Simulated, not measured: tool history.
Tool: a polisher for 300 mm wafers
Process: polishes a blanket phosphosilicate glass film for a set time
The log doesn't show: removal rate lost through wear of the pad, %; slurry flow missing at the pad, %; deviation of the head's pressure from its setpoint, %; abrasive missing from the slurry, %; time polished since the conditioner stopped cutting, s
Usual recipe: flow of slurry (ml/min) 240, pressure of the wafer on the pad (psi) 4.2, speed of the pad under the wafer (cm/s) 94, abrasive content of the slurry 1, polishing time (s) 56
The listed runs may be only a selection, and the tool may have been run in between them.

| run | hour | flow of slurry (ml/min) | pressure of the wafer on the pad (psi) | speed of the pad under the wafer (cm/s) | abrasive content of the slurry | polishing time (s) | wafers since the last listed run | wafers polished on this pad | hours since the slurry nozzle was cleaned | hours since the head pressure was calibrated | hours since the slurry blender was calibrated | hours since the conditioning disc was replaced | incoming thickness of the incoming film, nm | film removed (angstrom) |
|---|---|---|---|---|---|---|---|---|---|---|---|---|---|---|
| 1 | 0 | 240 | 4.2 | 94 | 1.25 | 56 | 0 | 592 | 105.5 | 74.9 | 100 | 145 | 2063.2 | 5625 |
| 2 | 12 | 240 | 4.2 | 94 | 1.25 | 56 | 144 | 736 | 117.5 | 86.9 | 112 | 157 | 2127.4 | 5661 |
| 3 | 40.2 | 240 | 4.6 | 94 | 1 | 56 | 339 | 1076 | 145.7 | 115.1 | 140.2 | 185.2 | 2102.2 | 5650 |
|  | 49 | slurry blender recalibrated |
|  | 61.7 | worn pad replaced by a new one |
| 4 | 71.4 | 240 | 4.6 | 94 | 1 | 56 | 303 | 116 | 176.9 | 146.3 | 22.4 | 216.4 | 2106.7 | 5610 |
| 5 | 101.3 | 240 | 5 | 94 | 1 | 56 | 360 | 476 | 206.8 | 176.2 | 52.3 | 246.3 | 2078.5 | 6114 |
| 6 | 132.1 | 240 | 5 | 94 | 1 | 56 | 370 | 847 | 237.6 | 207 | 83.1 | 277.1 | 2127.9 | 6098 |
| 7 | 161.4 | 240 | 3.6 | 70 | 1 | 56 | 352 | 1200 | 266.9 | 236.3 | 112.4 | 306.4 | 2127 | 3666 |
|  | 171.2 | worn pad replaced by a new one |
| 8 | 179 | 240 | 3.4 | 94 | 1 | 41 | 163 | 93 | 284.5 | 253.9 | 130 | 324 | 2106.6 | 3027 |
| 9 | 192.8 | 240 | 4.2 | 94 | 1 | 56 | 166 | 259 | 298.3 | 267.7 | 143.8 | 337.8 | 2101.2 | 5094 |
| 10 | 215.1 | 240 | 4.2 | 94 | 1.1 | 56 | 268 | 528 | 320.6 | 290 | 166.1 | 360.1 | 2084.4 | 5354 |
|  | 231.5 | conditioning disc replaced and pad reconditioned |
|  | 237.1 | slurry blender recalibrated |
| 11 | 237.6 | 280 | 4.2 | 108 | 0.9 | 56 | 222 | 750 | 343.1 | 312.5 | 0.5 | 6.1 | 2113.5 | 5373 |
|  | 303.2 | worn pad replaced by a new one |
| 12 | 303.7 | 295 | 4.2 | 94 | 1 | 49 | 747 | 5 | 409.2 | 378.6 | 66.6 | 72.2 | 2123.3 | 4601 |
|  | 320.6 | slurry nozzle cleaned |
| 13 | 321.1 | 240 | 4.2 | 94 | 1 | 56 | 197 | 203 | 0.5 | 396 | 84 | 89.6 | 2137.9 | 5110 |
|  | 328.7 | head pressure recalibrated |
| 14 | 335.1 | 240 | 5.2 | 108 | 1 | 56 | 144 | 347 | 14.5 | 6.4 | 98 | 103.6 | 2107.7 | 7100 |
| 15 | 358.1 | 315 | 4.6 | 94 | 0.8 | 41 | 276 | 624 | 37.5 | 29.4 | 121 | 126.6 | 2096.3 | 3750 |
| 16 | 389.4 | 240 | 4.2 | 94 | 1 | 73 | 376 | 1001 | 68.8 | 60.7 | 152.3 | 157.9 | 2106.6 | 6701 |
|  | 396.6 | slurry blender recalibrated |
|  | 436.3 | worn pad replaced by a new one |
| 17 | 466.7 | 240 | 4.2 | 94 | 1 | 56 | 858 | 366 | 146.1 | 138 | 70.1 | 235.2 | 2099.3 | 5179 |
| 18 | 482.1 | 240 | 4.2 | 94 | 1 | 56 | 185 | 552 | 161.5 | 153.4 | 85.5 | 250.6 | 2090.7 | 5083 |
| 19 | 505.4 | 195 | 4.2 | 126 | 1.25 | 73 | 280 | 832 | 184.8 | 176.7 | 108.8 | 273.9 | 2105.2 | 8833 |

Below are 4 alternative next runs, each starting from the tool's condition after run 19. Predict each:
| A | 505.8 | 295 | 4.2 | 94 | 1 | 56 | 4 | 837 | 185.2 | 177.1 | 109.2 | 274.3 | 2096.6 | ? |
| B | 505.8 | 240 | 4.7 | 94 | 1 | 56 | 4 | 837 | 185.2 | 177.1 | 109.2 | 274.3 | 2096.6 | ? |
| C | 505.8 | 210 | 5.5 | 94 | 1 | 56 | 4 | 837 | 185.2 | 177.1 | 109.2 | 274.3 | 2096.6 | ? |
| D | 505.8 | 240 | 4.2 | 94 | 0.9 | 56 | 4 | 837 | 185.2 | 177.1 | 109.2 | 274.3 | 2096.6 | ? |

| run | film removed (angstrom) |
|---|---|
| A | 5124 |
| B | 5619 |
| C | 6477 |
| D | 4756 |
With the hidden condition removed and each run's random variation left untouched, the same runs would have given:
| run | film removed (angstrom) |
|---|---|
| A | 5124 |
| B | 5619 |
| C | 6477 |
| D | 4756 |
